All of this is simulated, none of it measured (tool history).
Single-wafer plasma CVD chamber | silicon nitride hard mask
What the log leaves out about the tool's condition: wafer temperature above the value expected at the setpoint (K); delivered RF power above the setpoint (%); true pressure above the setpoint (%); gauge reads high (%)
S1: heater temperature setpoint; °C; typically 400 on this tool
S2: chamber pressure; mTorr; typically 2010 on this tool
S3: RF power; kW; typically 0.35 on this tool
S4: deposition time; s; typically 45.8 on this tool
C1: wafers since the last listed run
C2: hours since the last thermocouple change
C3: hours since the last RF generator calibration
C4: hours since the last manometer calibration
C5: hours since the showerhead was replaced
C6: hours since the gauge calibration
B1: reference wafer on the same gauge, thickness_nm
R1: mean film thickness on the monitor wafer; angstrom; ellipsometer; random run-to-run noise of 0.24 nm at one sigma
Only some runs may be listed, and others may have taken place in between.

run	day	S1	S2	S3	S4	C1	C2	C3	C4	C5	C6	B1	R1
1	0	400	2010	0.35	45.8	0	2373.3	1912	1372.1	2028.7	30.8	65.825	572.43
2	0.429	400	2010	0.35	45.8	202	2383.6	1922.3	1382.4	2039	41.1	65.819	574.91
# day 0.9: RF generator calibrated
3	0.979	400	2010	0.35	45.8	102	2396.8	1.9	1395.6	2052.2	54.3	65.78	555.31
# day 1.929: capacitance manometer re-zeroed and calibrated
4	1.95	400	2010	0.35	45.8	300	2420.1	25.2	0.5	2075.5	77.6	65.826	557.95
5	2.446	400	2010	0.35	45.8	233	2432	37.1	12.4	2087.4	89.5	65.877	555.45
6	2.708	400	2010	0.35	45.8	123	2438.3	43.4	18.7	2093.7	95.8	65.855	557.47
7	3.442	400	2010	0.35	39	345	2455.9	61	36.3	2111.3	113.4	65.863	469.46
8	4.046	408	2510	0.41	45.8	284	2470.4	75.5	50.8	2125.8	127.9	65.753	657.68
# day 4.558: RF generator calibrated, repeated, since the last time left the tool worse
9	4.579	389	2010	0.35	45.8	94	2483.2	0.5	63.6	2138.6	140.7	65.732	596
10	5.083	400	2010	0.35	49	237	2495.3	12.6	75.7	2150.7	152.8	65.781	643.72
11	5.383	400	2010	0.35	45.8	141	2502.5	19.8	82.9	2157.9	160	65.784	592.15
12	5.875	404	2010	0.35	49.9	231	2514.3	31.6	94.7	2169.7	171.8	65.81	647.44
13	6.408	400	1660	0.35	53.7	251	2527.1	44.4	107.5	2182.5	184.6	65.767	656.96
14	6.888	400	2010	0.35	42	225	2538.6	55.9	119	2194	196.1	65.729	547.59
15	7.504	400	2010	0.35	45.8	290	2553.4	70.7	133.8	2208.8	210.9	65.788	595.97
16	8.104	400	2010	0.33	45.8	282	2567.8	85.1	148.2	2223.2	225.3	65.806	568.13
# day 8.812: showerhead replaced
17	8.833	400	2440	0.28	53.3	186	2585.3	102.6	165.7	0.5	242.8	65.894	607.09
18	9.1	400	1880	0.375	48.5	125	2591.7	109	172.1	6.9	249.2	65.828	649.68
19	9.658	396	1770	0.385	51.7	262	2605.1	122.4	185.5	20.3	262.6	65.854	693.06
# day 10.542: thermocouple changed; heater temperature recalibrated
20	10.562	392	1600	0.31	45.8	268	0.5	144.1	207.2	42	284.3	65.797	502.19
21	11.062	406	1770	0.31	42	235	12.5	156.1	219.2	54	296.3	65.776	471.48
22	12.754	400	2500	0.35	43.4	796	53.1	196.7	259.8	94.6	336.9	65.836	593.27
# day 13.242: gauge calibrated
23	13.267	400	2010	0.35	45.8	241	65.4	209	272.1	106.9	0.6	65.822	594.72
24	13.704	394	2350	0.35	45.8	206	75.9	219.5	282.6	117.4	11.1	65.917	620.64
25	14.008	405	1740	0.315	51.9	143	83.2	226.8	289.9	124.7	18.4	65.786	587.68
26	14.446	400	2010	0.35	45.8	206	93.7	237.3	300.4	135.2	28.9	65.835	589.3
27	14.854	410	1800	0.35	41.3	192	103.5	247.1	310.2	145	38.7	65.773	512.48
28	15.562	400	2010	0.35	45.8	333	120.5	264.1	327.2	162	55.7	65.841	588.65
29	15.825	388	2010	0.315	48.3	123	126.8	270.4	333.5	168.3	62	65.8	572.1

For each run, what was the tool's unlogged condition?
wafer temperature above the value expected at the setpoint (K): 0 on each run
true pressure above the setpoint (%): 0 on each run
gauge reads high (%): 0 on each run
H1: delivered RF power above the setpoint (%)
run	H1
1	-6.4
2	-6.4
3	-9.68
4	-9.89
5	-9.99
6	-10
7	-10.2
8	-10.3
9	-1.2
10	-1.31
11	-1.38
12	-1.48
13	-1.59
14	-1.69
15	-1.81
16	-1.93
17	-2.07
18	-2.12
19	-2.23
20	-2.39
21	-2.48
22	-2.76
23	-2.85
24	-2.92
25	-2.97
26	-3.03
27	-3.1
28	-3.2
29	-3.24
